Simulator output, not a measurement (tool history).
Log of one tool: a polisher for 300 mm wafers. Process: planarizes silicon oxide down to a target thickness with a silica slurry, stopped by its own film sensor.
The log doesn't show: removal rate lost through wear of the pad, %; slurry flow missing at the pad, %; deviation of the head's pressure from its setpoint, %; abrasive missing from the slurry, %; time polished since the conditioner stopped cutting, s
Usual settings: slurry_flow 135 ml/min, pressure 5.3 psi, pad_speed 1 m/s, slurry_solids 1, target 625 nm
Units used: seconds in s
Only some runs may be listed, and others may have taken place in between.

run	hour	slurry_flow	pressure	pad_speed	slurry_solids	target	wafers since the last listed run	wafers polished on this pad	hours since the slurry nozzle was cleaned	hours since the head pressure was calibrated	hours since the slurry blender was calibrated	hours since the conditioning disc was replaced	incoming thickness of the incoming film, nm	seconds
1	0	135	5.3	1	1	625	0	2852	246.3	125.2	323.4	161.7	911	82.4
# hour 5.5: worn pad replaced by a new one
2	26.8	135	5.3	1	1	625	178	166	273.1	152	350.2	188.5	920.4	85.9
3	72.6	135	5.3	1	1	625	358	524	318.9	197.8	396	234.3	902.4	81
# hour 108.7: slurry blender recalibrated
# hour 136.9: slurry nozzle cleaned
4	140.8	135	5.3	1	1	625	509	1034	3.9	266	32.1	302.5	901.1	76.2
# hour 162.4: conditioning disc replaced and pad reconditioned
5	264.3	135	5.3	1	1	625	950	1984	127.4	389.5	155.6	101.9	896.2	79.2
6	311.3	120	4.2	1	1	625	367	2352	174.4	436.5	202.6	148.9	885.5	89.9
7	351.2	155	5.3	1	0.85	625	312	2664	214.3	476.4	242.5	188.8	901.1	83.6
# hour 372.3: worn pad replaced by a new one
8	377.8	165	5.3	1	1	625	176	43	240.9	503	269.1	215.4	894.6	75.4
9	423.6	135	5.3	1	1	656	358	401	286.7	548.8	314.9	261.2	889.6	68.2
# hour 433.8: slurry blender recalibrated
10	454.5	150	4.6	1.14	1	685	225	627	317.6	579.7	20.7	292.1	897.8	60.8
# hour 487.1: conditioning disc replaced and pad reconditioned
11	514.1	135	7.1	1	0.75	625	450	1077	377.2	639.3	80.3	27	909.2	81.4
# hour 536.1: slurry nozzle cleaned
12	568.7	135	5.3	1	1	625	419	1497	32.6	693.9	134.9	81.6	899.7	76.3
13	619.3	135	6.3	1	1	625	395	1892	83.2	744.5	185.5	132.2	903.9	71.3
# hour 660.7: head pressure recalibrated
14	672.6	110	4.6	1.26	1.2	625	401	2293	136.5	11.9	238.8	185.5	891.7	69.5
# hour 700.3: worn pad replaced by a new one
15	736.3	90	3.7	0.7	1	532	466	281	200.2	75.6	302.5	249.2	910.6	209.2
# hour 774: slurry blender recalibrated
16	778.1	100	5.3	1	1	708	311	592	242	117.4	4.1	291	908.8	64.8
17	825.3	135	5.3	1	1	625	369	961	289.2	164.6	51.3	338.2	920	87.2
18	855.4	160	6.5	0.76	1.25	625	235	1197	319.3	194.7	81.4	368.3	909.7	80.7
# hour 877: conditioning disc replaced and pad reconditioned
19	907.3	135	5.3	1.26	0.85	625	390	1587	371.2	246.6	133.3	30.3	906.2	74.6
20	976.7	170	5.3	1	1	625	542	2130	440.6	316	202.7	99.7	894.2	73.6
# hour 989.6: slurry nozzle cleaned
21	1005.9	135	3.8	1	1	625	220	2350	16.3	345.2	231.9	128.9	916.3	98.5
22	1053.6	135	6.9	1	1	625	373	2723	64	392.9	279.6	176.6	893.9	63.8
23	1081.8	135	5.3	1.18	1	702	220	2944	92.2	421.1	307.8	204.8	912.6	53.1
# hour 1094.4: worn pad replaced by a new one
24	1138.8	135	4.2	1.14	1	625	414	347	149.2	478.1	364.8	261.8	885	77.5
# hour 1161.7: slurry blender recalibrated
25	1191.6	135	5.3	1	1	625	397	744	202	530.9	29.9	314.6	895.5	79.6

Forecast each of these 4 alternatives for the next run:
A	1192	135	5.3	1	1	625	3	747	202.4	531.3	30.3	315	889.6	?
B	1192	105	5.8	1.12	0.8	625	3	747	202.4	531.3	30.3	315	889.6	?
C	1192	135	7.2	0.84	1	667	3	747	202.4	531.3	30.3	315	889.6	?
D	1192	135	5.3	1.3	1	625	3	747	202.4	531.3	30.3	315	889.6	?

run	seconds
A	75.4
B	77.3
C	60
D	61.1
Take away the tool's hidden state, keep each run's random variation, and the runs would have read:
run	seconds
A	71.4
B	72.2
C	56.9
D	57.9

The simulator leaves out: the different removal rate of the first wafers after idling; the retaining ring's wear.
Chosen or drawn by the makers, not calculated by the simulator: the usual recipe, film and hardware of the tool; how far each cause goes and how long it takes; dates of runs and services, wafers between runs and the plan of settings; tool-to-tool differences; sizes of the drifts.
